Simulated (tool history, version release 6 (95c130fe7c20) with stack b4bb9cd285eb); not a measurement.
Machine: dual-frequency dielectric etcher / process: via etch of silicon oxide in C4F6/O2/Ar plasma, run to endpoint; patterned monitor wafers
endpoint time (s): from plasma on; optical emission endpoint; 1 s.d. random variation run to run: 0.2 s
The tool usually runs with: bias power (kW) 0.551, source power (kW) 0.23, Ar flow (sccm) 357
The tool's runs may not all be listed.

run     day  bias power (kW)  source power (kW)  Ar flow (sccm)  incoming incoming film thickness, nm  endpoint time (s)
  1       0            0.551               0.23             357                                 100.4               26.9
      2.062  -- wet clean of the chamber
  2   2.221            0.551               0.23             357                                 100.3               25.7
  3   4.942            0.551               0.23             357                                  99.4               25.4
  4   6.133            0.551               0.23             357                                 101.3                 26
  5   8.579            0.551               0.23             357                                 100.9               26.5
  6  10.225            0.551               0.21             427                                  99.8               27.4
  7  12.288            0.551               0.23             329                                 100.2               25.9
  8  13.888            0.551               0.23             357                                 100.2               26.5
  9  15.629            0.551               0.23             357                                 100.5               26.4
 10  17.762            0.551               0.23             357                                 100.6               27.1
 11  19.721            0.627               0.29             309                                 100.3               23.2
 12  20.808            0.551               0.27             357                                  98.9                 25
     22.246  -- source power generator calibrated
     25.488  -- Ar flow controller replaced
     25.808  -- wet clean of the chamber
 13  27.358            0.551               0.26             312                                 100.5               23.8
     28.967  -- upper electrode replaced
 14  28.988            0.551               0.23             357                                  99.7               25.4
 15  29.875            0.551               0.26             357                                   100               24.4
     30.658  -- bias power generator calibrated
 16  32.654            0.551               0.23             357                                   100               25.6
 17  34.979            0.551               0.23             357                                  99.2               25.7
 18  36.721            0.639               0.23             445                                 100.1               25.2
 19  38.054            0.496               0.23             357                                 100.5               26.7
 20      41            0.551               0.23             357                                  99.9               25.8
 21  42.958             0.61               0.28             434                                 100.6               24.6
 22  44.225            0.551               0.19             318                                  99.9               26.7
 23  45.858            0.618               0.23             357                                 100.2               25.5
 24  47.721            0.512                0.2             299                                  99.1               27.3
 25  48.938            0.432               0.28             357                                  99.6               26.6
 26  50.221            0.551               0.23             357                                 101.3               26.8
     53.521  -- wet clean of the chamber
 27  53.542            0.551               0.18             272                                  99.2               25.8
 28  55.471            0.551               0.23             357                                 100.4               25.7
 29  57.938            0.551               0.23             294                                 100.2               25.6
 30  59.817            0.551               0.23             357                                  99.8               25.5

Branching from run 30: 3 alternative next runs. What would each branch give?
  A  59.833            0.638               0.23             357                                  99.4                  ?
  B  59.833            0.643               0.23             357                                  99.4                  ?
  C  59.833            0.418               0.18             276                                  99.4                  ?

run  endpoint time (s)
  A               24.4
  B               24.3
  C               29.1
With the hidden condition removed and each run's random variation left untouched, the same runs would have given:
run  endpoint time (s)
  A               24.2
  B               24.1
  C               28.8
